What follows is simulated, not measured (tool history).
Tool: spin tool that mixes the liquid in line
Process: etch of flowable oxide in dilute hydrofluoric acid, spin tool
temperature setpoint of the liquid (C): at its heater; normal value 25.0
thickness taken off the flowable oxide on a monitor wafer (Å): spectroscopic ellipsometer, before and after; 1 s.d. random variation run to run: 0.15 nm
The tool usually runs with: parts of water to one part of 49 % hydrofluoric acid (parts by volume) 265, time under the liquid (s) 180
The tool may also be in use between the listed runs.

| run | hour | temperature setpoint of the liquid (C) | parts of water to one part of 49 % hydrofluoric acid (parts by volume) | time under the liquid (s) | read-back film thickness of the flowable oxide reference wafer, read on the same gauge (nm) | thickness taken off the flowable oxide on a monitor wafer (Å) |
|---|---|---|---|---|---|---|
| 1 | 0.0 | 25.0 | 265 | 180 | 79.99 | 157.0 |
| 2 | 15.3 | 25.0 | 265 | 180 | 79.99 | 156.4 |
| 3 | 35.6 | 25.0 | 220 | 180 | 80.00 | 196.3 |
| 4 | 62.5 | 25.0 | 220 | 180 | 80.01 | 194.2 |
| 5 | 78.8 | 25.0 | 265 | 95 | 79.97 | 81.8 |
| 6 | 103.2 | 25.0 | 265 | 180 | 79.99 | 154.4 |
| 7 | 134.2 | 25.0 | 265 | 180 | 79.98 | 153.4 |
| 8 | 162.4 | 25.0 | 265 | 180 | 79.99 | 154.0 |
| 9 | 181.6 | 25.0 | 295 | 180 | 80.01 | 131.0 |
| 10 | 204.1 | 25.0 | 295 | 180 | 79.99 | 133.0 |
| 11 | 219.6 | 25.0 | 265 | 180 | 79.98 | 152.7 |
|  | 234.0 | gauge calibrated |
| 12 | 247.6 | 25.0 | 265 | 180 | 80.01 | 150.7 |
| 13 | 270.8 | 25.0 | 265 | 180 | 80.01 | 148.1 |
| 14 | 303.0 | 25.0 | 265 | 100 | 79.99 | 84.2 |
| 15 | 324.1 | 25.0 | 265 | 100 | 79.99 | 82.8 |
| 16 | 340.4 | 25.0 | 220 | 180 | 80.01 | 187.4 |
| 17 | 405.4 | 25.0 | 265 | 180 | 80.01 | 147.5 |
|  | 410.5 | thermometer replaced |
| 18 | 432.7 | 29.0 | 300 | 150 | 80.01 | 119.2 |
| 19 | 516.8 | 25.0 | 265 | 180 | 79.99 | 142.0 |
| 20 | 537.5 | 25.0 | 300 | 150 | 80.00 | 100.8 |
|  | 552.6 | hydrofluoric acid flow meter replaced |
| 21 | 555.1 | 27.0 | 165 | 150 | 80.00 | 266.1 |
| 22 | 570.9 | 25.0 | 265 | 85 | 80.01 | 79.9 |
| 23 | 596.3 | 25.0 | 265 | 100 | 80.01 | 92.6 |
| 24 | 617.1 | 25.0 | 265 | 245 | 79.99 | 226.9 |
| 25 | 637.5 | 22.5 | 145 | 110 | 80.02 | 193.0 |
| 26 | 668.1 | 28.0 | 330 | 285 | 80.00 | 215.2 |
| 27 | 685.1 | 25.0 | 265 | 115 | 79.99 | 104.9 |
| 28 | 699.5 | 25.0 | 355 | 80 | 79.99 | 50.1 |
| 29 | 718.2 | 20.5 | 320 | 255 | 80.00 | 158.4 |
| 30 | 732.5 | 25.0 | 265 | 180 | 80.00 | 166.0 |
| 31 | 753.9 | 20.5 | 265 | 180 | 80.01 | 138.0 |

The same runs without the tool's hidden state, with the same run-to-run variation:
The hidden state here: liquid hotter than its thermometer reads (K); hydrofluoric acid flow below the setpoint (%); gauge reads high (%).
| run | thickness taken off the flowable oxide on a monitor wafer (Å) |
|---|---|
| 1 | 170.2 |
| 2 | 170.0 |
| 3 | 213.4 |
| 4 | 212.0 |
| 5 | 89.8 |
| 6 | 170.1 |
| 7 | 169.8 |
| 8 | 171.1 |
| 9 | 146.3 |
| 10 | 149.0 |
| 11 | 171.3 |
| 12 | 169.7 |
| 13 | 167.4 |
| 14 | 95.7 |
| 15 | 94.4 |
| 16 | 213.4 |
| 17 | 170.4 |
| 18 | 139.2 |
| 19 | 167.0 |
| 20 | 119.4 |
| 21 | 267.6 |
| 22 | 80.5 |
| 23 | 93.7 |
| 24 | 230.2 |
| 25 | 196.1 |
| 26 | 220.2 |
| 27 | 107.5 |
| 28 | 51.5 |
| 29 | 163.1 |
| 30 | 171.2 |
| 31 | 142.7 |

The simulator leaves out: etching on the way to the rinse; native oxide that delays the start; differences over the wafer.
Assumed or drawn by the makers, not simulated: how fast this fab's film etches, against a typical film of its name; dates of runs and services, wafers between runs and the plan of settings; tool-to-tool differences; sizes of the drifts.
